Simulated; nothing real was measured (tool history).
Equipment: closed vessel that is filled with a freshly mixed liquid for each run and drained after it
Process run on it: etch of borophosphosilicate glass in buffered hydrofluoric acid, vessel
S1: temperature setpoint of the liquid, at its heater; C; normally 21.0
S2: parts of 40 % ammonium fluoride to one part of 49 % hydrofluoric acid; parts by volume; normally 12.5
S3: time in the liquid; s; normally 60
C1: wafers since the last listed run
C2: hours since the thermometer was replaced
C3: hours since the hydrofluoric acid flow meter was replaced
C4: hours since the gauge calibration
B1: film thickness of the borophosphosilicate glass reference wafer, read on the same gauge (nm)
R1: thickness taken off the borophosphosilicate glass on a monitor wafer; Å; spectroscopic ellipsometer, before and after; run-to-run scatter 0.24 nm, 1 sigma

run 1 hour=0.0 | S1=22.5 S2=12.5 S3=60 | C1=0 C2=323.1 C3=1934.8 C4=541.9 | B1=70.01 | R1=577.8
run 2 hour=11.8 | S1=22.5 S2=12.5 S3=60 | C1=1503 C2=334.9 C3=1946.6 C4=553.7 | B1=69.96 | R1=584.3
run 3 hour=23.3 | S1=22.5 S2=12.5 S3=60 | C1=1464 C2=346.4 C3=1958.1 C4=565.2 | B1=70.00 | R1=582.4
run 4 hour=29.9 | S1=21.0 S2=15.5 S3=60 | C1=840 C2=353.0 C3=1964.7 C4=571.8 | B1=69.97 | R1=432.8
run 5 hour=42.6 | S1=21.0 S2=12.5 S3=60 | C1=1617 C2=365.7 C3=1977.4 C4=584.5 | B1=70.04 | R1=534.0
-- hour=54.9 gauge calibrated
run 6 hour=58.8 | S1=21.0 S2=12.5 S3=60 | C1=2063 C2=381.9 C3=1993.6 C4=3.9 | B1=70.01 | R1=535.5
run 7 hour=67.2 | S1=23.0 S2=12.5 S3=60 | C1=1070 C2=390.3 C3=2002.0 C4=12.3 | B1=69.93 | R1=602.2
run 8 hour=79.7 | S1=23.0 S2=12.5 S3=60 | C1=1592 C2=402.8 C3=2014.5 C4=24.8 | B1=70.01 | R1=594.1
run 9 hour=90.0 | S1=21.0 S2=12.5 S3=60 | C1=1312 C2=413.1 C3=2024.8 C4=35.1 | B1=70.02 | R1=537.3
run 10 hour=96.9 | S1=21.0 S2=12.5 S3=60 | C1=878 C2=420.0 C3=2031.7 C4=42.0 | B1=69.99 | R1=536.0
run 11 hour=104.4 | S1=21.0 S2=12.5 S3=60 | C1=955 C2=427.5 C3=2039.2 C4=49.5 | B1=70.02 | R1=535.3
run 12 hour=110.8 | S1=22.5 S2=15.0 S3=70 | C1=815 C2=433.9 C3=2045.6 C4=55.9 | B1=70.01 | R1=569.9
run 13 hour=119.8 | S1=21.0 S2=12.5 S3=60 | C1=1146 C2=442.9 C3=2054.6 C4=64.9 | B1=69.96 | R1=538.1
run 14 hour=137.3 | S1=22.5 S2=16.0 S3=75 | C1=2229 C2=460.4 C3=2072.1 C4=82.4 | B1=70.05 | R1=573.3
run 15 hour=146.4 | S1=18.5 S2=12.5 S3=60 | C1=1159 C2=469.5 C3=2081.2 C4=91.5 | B1=70.01 | R1=467.4
run 16 hour=155.2 | S1=21.0 S2=12.5 S3=60 | C1=1120 C2=478.3 C3=2090.0 C4=100.3 | B1=70.00 | R1=541.5
run 17 hour=168.3 | S1=18.5 S2=16.5 S3=60 | C1=1668 C2=491.4 C3=2103.1 C4=113.4 | B1=70.02 | R1=356.6
-- hour=175.7 hydrofluoric acid flow meter replaced
run 18 hour=176.1 | S1=17.0 S2=9.5 S3=85 | C1=866 C2=499.2 C3=0.4 C4=121.2 | B1=69.98 | R1=818.5
run 19 hour=185.0 | S1=25.5 S2=15.5 S3=95 | C1=1133 C2=508.1 C3=9.3 C4=130.1 | B1=69.98 | R1=919.9
-- hour=189.1 thermometer replaced
run 20 hour=197.9 | S1=22.5 S2=12.5 S3=60 | C1=1515 C2=8.8 C3=22.2 C4=143.0 | B1=69.96 | R1=612.1
run 21 hour=213.2 | S1=25.0 S2=10.0 S3=35 | C1=1948 C2=24.1 C3=37.5 C4=158.3 | B1=70.04 | R1=496.0
run 22 hour=221.0 | S1=26.0 S2=7.5 S3=30 | C1=993 C2=31.9 C3=45.3 C4=166.1 | B1=70.02 | R1=606.2
-- hour=235.5 hydrofluoric acid flow meter replaced, repeated, since the last time left the tool worse
run 23 hour=236.0 | S1=21.0 S2=12.5 S3=60 | C1=1783 C2=46.9 C3=0.5 C4=181.1 | B1=69.99 | R1=502.7
run 24 hour=244.5 | S1=21.0 S2=12.5 S3=60 | C1=1082 C2=55.4 C3=9.0 C4=189.6 | B1=69.98 | R1=503.7
run 25 hour=250.7 | S1=25.0 S2=12.5 S3=60 | C1=789 C2=61.6 C3=15.2 C4=195.8 | B1=69.98 | R1=626.6
run 26 hour=266.7 | S1=23.0 S2=12.5 S3=60 | C1=2038 C2=77.6 C3=31.2 C4=211.8 | B1=69.98 | R1=559.4
run 27 hour=276.2 | S1=21.0 S2=12.5 S3=60 | C1=1210 C2=87.1 C3=40.7 C4=221.3 | B1=70.00 | R1=498.7
run 28 hour=283.9 | S1=21.0 S2=12.5 S3=60 | C1=980 C2=94.8 C3=48.4 C4=229.0 | B1=70.01 | R1=502.2
run 29 hour=296.9 | S1=18.5 S2=12.5 S3=40 | C1=1656 C2=107.8 C3=61.4 C4=242.0 | B1=70.01 | R1=288.0
run 30 hour=303.5 | S1=18.0 S2=16.5 S3=60 | C1=840 C2=114.4 C3=68.0 C4=248.6 | B1=70.05 | R1=325.3
run 31 hour=319.3 | S1=17.5 S2=12.5 S3=70 | C1=2012 C2=130.2 C3=83.8 C4=264.4 | B1=69.97 | R1=488.9
run 32 hour=336.5 | S1=19.5 S2=12.5 S3=60 | C1=2191 C2=147.4 C3=101.0 C4=281.6 | B1=69.97 | R1=462.5

Some steps in R1, run to run, broken into two amounts with sign: the step expected even without the hidden condition (settings, incoming material, random variation), and the rest, left for the hidden condition together with whatever gauge scatter is not in both the measured and the hidden-condition-free result:
Unlogged tool condition in this case: liquid colder than its thermometer reads (K); hydrofluoric acid flow above the setpoint (%); gauge reads high (%).
Run 17 -> 18: S1 18.5 -> 17.0, S2 16.5 -> 9.5, S3 60 -> 85, hydrofluoric acid flow meter replaced. R1 +461.9 Å: hidden state +70.3, all else +391.6.
Run 19 -> 20: S1 25.5 -> 22.5, S2 15.5 -> 12.5, S3 95 -> 60, thermometer replaced. R1 -307.8 Å: hidden state -40.5, all else -267.3.
Run 22 -> 23: S1 26.0 -> 21.0, S2 7.5 -> 12.5, S3 30 -> 60, hydrofluoric acid flow meter replaced, repeated, since the last time left the tool worse. R1 -103.5 Å: hidden state -71.2, all else -32.3.
Run 28 -> 29: S1 21.0 -> 18.5, S3 60 -> 40. R1 -214.2 Å: hidden state -4.2, all else -210.0.

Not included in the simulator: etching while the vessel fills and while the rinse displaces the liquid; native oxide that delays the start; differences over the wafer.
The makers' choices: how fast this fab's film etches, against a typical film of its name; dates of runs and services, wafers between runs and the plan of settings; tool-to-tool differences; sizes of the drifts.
